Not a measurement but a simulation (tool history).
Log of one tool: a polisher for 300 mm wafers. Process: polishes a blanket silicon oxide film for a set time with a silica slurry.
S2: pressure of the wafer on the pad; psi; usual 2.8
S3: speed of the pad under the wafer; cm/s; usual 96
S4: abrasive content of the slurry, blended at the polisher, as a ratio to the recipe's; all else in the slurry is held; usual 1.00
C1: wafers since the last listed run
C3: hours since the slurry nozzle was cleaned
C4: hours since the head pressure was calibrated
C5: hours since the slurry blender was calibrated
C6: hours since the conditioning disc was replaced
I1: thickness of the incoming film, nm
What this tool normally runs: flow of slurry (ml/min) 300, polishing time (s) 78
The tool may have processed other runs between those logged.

run 1 hour=0.0 | flow_of_slurry_(ml/min)=300 S2=2.8 S3=96 S4=1.00 polishing_time_(s)=78 | C1=0 wafers_polished_on_this_pad=825 C3=308.4 C4=327.2 C5=271.7 C6=154.9 | I1=1822.7 | film_removed_(Å)=1437
run 2 hour=18.8 | flow_of_slurry_(ml/min)=300 S2=2.8 S3=96 S4=1.00 polishing_time_(s)=78 | C1=254 wafers_polished_on_this_pad=1079 C3=327.2 C4=346.0 C5=290.5 C6=173.7 | I1=1849.1 | film_removed_(Å)=1450
-- hour=68.3 slurry blender recalibrated
run 3 hour=91.2 | flow_of_slurry_(ml/min)=300 S2=2.8 S3=96 S4=1.00 polishing_time_(s)=85 | C1=951 wafers_polished_on_this_pad=2031 C3=399.6 C4=418.4 C5=22.9 C6=246.1 | I1=1831.5 | film_removed_(Å)=1541
run 4 hour=109.1 | flow_of_slurry_(ml/min)=300 S2=2.8 S3=96 S4=1.00 polishing_time_(s)=78 | C1=242 wafers_polished_on_this_pad=2273 C3=417.5 C4=436.3 C5=40.8 C6=264.0 | I1=1825.3 | film_removed_(Å)=1394
-- hour=117.1 worn pad replaced by a new one
run 5 hour=144.9 | flow_of_slurry_(ml/min)=300 S2=2.8 S3=96 S4=1.00 polishing_time_(s)=78 | C1=429 wafers_polished_on_this_pad=375 C3=453.3 C4=472.1 C5=76.6 C6=299.8 | I1=1820.2 | film_removed_(Å)=1429
run 6 hour=171.0 | flow_of_slurry_(ml/min)=300 S2=2.8 S3=96 S4=1.00 polishing_time_(s)=78 | C1=352 wafers_polished_on_this_pad=728 C3=479.4 C4=498.2 C5=102.7 C6=325.9 | I1=1839.0 | film_removed_(Å)=1420
run 7 hour=187.7 | flow_of_slurry_(ml/min)=300 S2=2.8 S3=96 S4=1.00 polishing_time_(s)=68 | C1=225 wafers_polished_on_this_pad=953 C3=496.1 C4=514.9 C5=119.4 C6=342.6 | I1=1823.6 | film_removed_(Å)=1216
run 8 hour=203.6 | flow_of_slurry_(ml/min)=300 S2=2.8 S3=96 S4=1.00 polishing_time_(s)=68 | C1=214 wafers_polished_on_this_pad=1168 C3=512.0 C4=530.8 C5=135.3 C6=358.5 | I1=1837.2 | film_removed_(Å)=1221
-- hour=220.0 conditioning disc replaced and pad reconditioned
run 9 hour=226.3 | flow_of_slurry_(ml/min)=300 S2=2.8 S3=96 S4=1.20 polishing_time_(s)=78 | C1=279 wafers_polished_on_this_pad=1448 C3=534.7 C4=553.5 C5=158.0 C6=6.3 | I1=1832.0 | film_removed_(Å)=1584
run 10 hour=242.9 | flow_of_slurry_(ml/min)=375 S2=3.4 S3=116 S4=1.00 polishing_time_(s)=78 | C1=224 wafers_polished_on_this_pad=1673 C3=551.3 C4=570.1 C5=174.6 C6=22.9 | I1=1822.1 | film_removed_(Å)=2045
run 11 hour=273.4 | flow_of_slurry_(ml/min)=300 S2=2.8 S3=62 S4=1.00 polishing_time_(s)=78 | C1=412 wafers_polished_on_this_pad=2085 C3=581.8 C4=600.6 C5=205.1 C6=53.4 | I1=1836.6 | film_removed_(Å)=1003
-- hour=282.9 worn pad replaced by a new one
run 12 hour=337.6 | flow_of_slurry_(ml/min)=300 S2=2.5 S3=96 S4=1.15 polishing_time_(s)=78 | C1=813 wafers_polished_on_this_pad=740 C3=646.0 C4=664.8 C5=269.3 C6=117.6 | I1=1835.7 | film_removed_(Å)=1396
-- hour=383.7 slurry blender recalibrated
-- hour=403.3 head pressure recalibrated
run 13 hour=404.4 | flow_of_slurry_(ml/min)=260 S2=3.4 S3=96 S4=1.00 polishing_time_(s)=78 | C1=849 wafers_polished_on_this_pad=1589 C3=712.8 C4=1.1 C5=20.7 C6=184.4 | I1=1801.5 | film_removed_(Å)=1694
run 14 hour=417.9 | flow_of_slurry_(ml/min)=300 S2=2.8 S3=96 S4=1.00 polishing_time_(s)=96 | C1=182 wafers_polished_on_this_pad=1771 C3=726.3 C4=14.6 C5=34.2 C6=197.9 | I1=1819.3 | film_removed_(Å)=1761
run 15 hour=453.5 | flow_of_slurry_(ml/min)=380 S2=2.8 S3=96 S4=1.00 polishing_time_(s)=61 | C1=481 wafers_polished_on_this_pad=2252 C3=761.9 C4=50.2 C5=69.8 C6=233.5 | I1=1811.6 | film_removed_(Å)=1140
run 16 hour=477.6 | flow_of_slurry_(ml/min)=375 S2=3.1 S3=112 S4=1.30 polishing_time_(s)=78 | C1=325 wafers_polished_on_this_pad=2578 C3=786.0 C4=74.3 C5=93.9 C6=257.6 | I1=1789.3 | film_removed_(Å)=2145
-- hour=489.0 worn pad replaced by a new one
-- hour=508.7 slurry nozzle cleaned
run 17 hour=512.4 | flow_of_slurry_(ml/min)=300 S2=2.8 S3=96 S4=1.00 polishing_time_(s)=102 | C1=402 wafers_polished_on_this_pad=302 C3=3.7 C4=109.1 C5=128.7 C6=292.4 | I1=1833.9 | film_removed_(Å)=1880
run 18 hour=544.8 | flow_of_slurry_(ml/min)=300 S2=2.8 S3=96 S4=1.00 polishing_time_(s)=78 | C1=438 wafers_polished_on_this_pad=740 C3=36.1 C4=141.5 C5=161.1 C6=324.8 | I1=1831.7 | film_removed_(Å)=1447
run 19 hour=578.9 | flow_of_slurry_(ml/min)=300 S2=2.8 S3=96 S4=1.00 polishing_time_(s)=78 | C1=461 wafers_polished_on_this_pad=1201 C3=70.2 C4=175.6 C5=195.2 C6=358.9 | I1=1801.4 | film_removed_(Å)=1420
-- hour=592.4 conditioning disc replaced and pad reconditioned
run 20 hour=609.7 | flow_of_slurry_(ml/min)=300 S2=2.8 S3=96 S4=1.00 polishing_time_(s)=78 | C1=389 wafers_polished_on_this_pad=1590 C3=101.0 C4=206.4 C5=226.0 C6=17.3 | I1=1815.8 | film_removed_(Å)=1436
run 21 hour=634.1 | flow_of_slurry_(ml/min)=300 S2=2.8 S3=128 S4=1.00 polishing_time_(s)=65 | C1=329 wafers_polished_on_this_pad=1920 C3=125.4 C4=230.8 C5=250.4 C6=41.7 | I1=1822.6 | film_removed_(Å)=1514
-- hour=651.6 worn pad replaced by a new one
run 22 hour=666.4 | flow_of_slurry_(ml/min)=355 S2=2.8 S3=96 S4=1.00 polishing_time_(s)=78 | C1=382 wafers_polished_on_this_pad=200 C3=157.7 C4=263.1 C5=282.7 C6=74.0 | I1=1802.2 | film_removed_(Å)=1460
-- hour=691.9 slurry blender recalibrated
run 23 hour=701.4 | flow_of_slurry_(ml/min)=255 S2=2.8 S3=96 S4=1.00 polishing_time_(s)=78 | C1=446 wafers_polished_on_this_pad=646 C3=192.7 C4=298.1 C5=9.5 C6=109.0 | I1=1797.0 | film_removed_(Å)=1431
run 24 hour=720.7 | flow_of_slurry_(ml/min)=300 S2=2.8 S3=96 S4=1.00 polishing_time_(s)=87 | C1=260 wafers_polished_on_this_pad=907 C3=212.0 C4=317.4 C5=28.8 C6=128.3 | I1=1840.1 | film_removed_(Å)=1623
run 25 hour=735.1 | flow_of_slurry_(ml/min)=345 S2=2.5 S3=96 S4=0.70 polishing_time_(s)=87 | C1=194 wafers_polished_on_this_pad=1102 C3=226.4 C4=331.8 C5=43.2 C6=142.7 | I1=1819.1 | film_removed_(Å)=969
run 26 hour=751.7 | flow_of_slurry_(ml/min)=300 S2=3.7 S3=96 S4=0.85 polishing_time_(s)=100 | C1=224 wafers_polished_on_this_pad=1326 C3=243.0 C4=348.4 C5=59.8 C6=159.3 | I1=1788.3 | film_removed_(Å)=2098

What if the next run were any one of these 3? Each begins from the tool's condition after run 26:
run A hour=752.1 | flow_of_slurry_(ml/min)=300 S2=2.8 S3=130 S4=1.00 polishing_time_(s)=78 | C1=5 wafers_polished_on_this_pad=1332 C3=243.4 C4=348.8 C5=60.2 C6=159.7 | I1=1825.6 | film_removed_(Å)=?
run B hour=752.1 | flow_of_slurry_(ml/min)=230 S2=2.8 S3=96 S4=1.00 polishing_time_(s)=104 | C1=5 wafers_polished_on_this_pad=1332 C3=243.4 C4=348.8 C5=60.2 C6=159.7 | I1=1825.6 | film_removed_(Å)=?
run C hour=752.1 | flow_of_slurry_(ml/min)=300 S2=2.8 S3=96 S4=0.75 polishing_time_(s)=78 | C1=5 wafers_polished_on_this_pad=1332 C3=243.4 C4=348.8 C5=60.2 C6=159.7 | I1=1825.6 | film_removed_(Å)=?

run=A film_removed_(Å)=1806
run=B film_removed_(Å)=1831
run=C film_removed_(Å)=1060
The same runs, with their run-to-run variation unchanged, on a tool lacking any hidden condition would have given:
run=A film_removed_(Å)=1806
run=B film_removed_(Å)=1831
run=C film_removed_(Å)=1060
